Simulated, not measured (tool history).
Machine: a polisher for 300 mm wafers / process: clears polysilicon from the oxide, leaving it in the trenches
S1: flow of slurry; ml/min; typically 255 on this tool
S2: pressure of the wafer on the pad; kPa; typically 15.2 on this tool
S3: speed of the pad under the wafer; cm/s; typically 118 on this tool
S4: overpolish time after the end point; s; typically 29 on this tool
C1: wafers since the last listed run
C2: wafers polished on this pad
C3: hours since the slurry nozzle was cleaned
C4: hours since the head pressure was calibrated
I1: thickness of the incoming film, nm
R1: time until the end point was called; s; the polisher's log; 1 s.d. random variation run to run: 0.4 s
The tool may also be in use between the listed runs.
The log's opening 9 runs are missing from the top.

run,hour,S1,S2,S3,S4,C1,C2,C3,C4,I1,R1
10,122.0,255,15.2,86,29,71,280,826.8,12.4,520.5,43.4
11,132.0,255,15.2,86,29,60,340,836.8,22.4,528.6,44.5
12,143.8,255,15.2,86,29,70,411,848.6,34.2,519.5,43.5
13,159.7,255,15.2,118,29,95,506,864.5,50.1,530.6,37.0
# hour 167.3: slurry nozzle cleaned
# hour 174.8: worn pad replaced by a new one
14,175.3,255,20.7,90,29,63,3,8.0,65.7,518.3,30.6
15,187.2,255,15.2,102,29,71,74,19.9,77.6,514.9,37.2
16,194.4,255,15.2,118,29,43,117,27.1,84.8,522.7,35.0
17,201.5,255,15.2,118,29,42,160,34.2,91.9,516.7,34.5
18,208.9,255,15.2,118,29,44,204,41.6,99.3,518.2,33.9
19,215.1,205,15.2,118,29,37,242,47.8,105.5,516.8,35.3
20,221.8,255,11.0,118,29,40,282,54.5,112.2,508.9,43.9
21,228.1,255,15.2,118,18,37,320,60.8,118.5,525.0,35.2
22,238.1,285,15.2,118,43,60,380,70.8,128.5,518.9,33.9
23,248.5,255,15.2,148,44,62,442,81.2,138.9,526.8,30.0
24,257.8,295,15.2,118,29,55,498,90.5,148.2,526.3,34.6
25,273.6,255,15.2,118,29,94,593,106.3,164.0,523.1,35.1
# hour 291.4: worn pad replaced by a new one
26,295.8,190,15.2,118,16,109,26,128.5,186.2,523.3,37.4
27,306.9,305,15.2,118,29,66,93,139.6,197.3,521.1,34.2
28,315.2,210,11.0,86,16,49,143,147.9,205.6,523.2,59.9
29,328.4,255,15.2,118,29,79,222,161.1,218.8,515.2,35.1

Expected results for the next run?
30,340.6,255,20.7,118,29,73,295,173.3,231.0,514.7,?

Run 30 came out at R1 26.9 s.
Take away the tool's hidden state, keep the run-to-run variation as it was, and the same run would have given R1 24.5 s.

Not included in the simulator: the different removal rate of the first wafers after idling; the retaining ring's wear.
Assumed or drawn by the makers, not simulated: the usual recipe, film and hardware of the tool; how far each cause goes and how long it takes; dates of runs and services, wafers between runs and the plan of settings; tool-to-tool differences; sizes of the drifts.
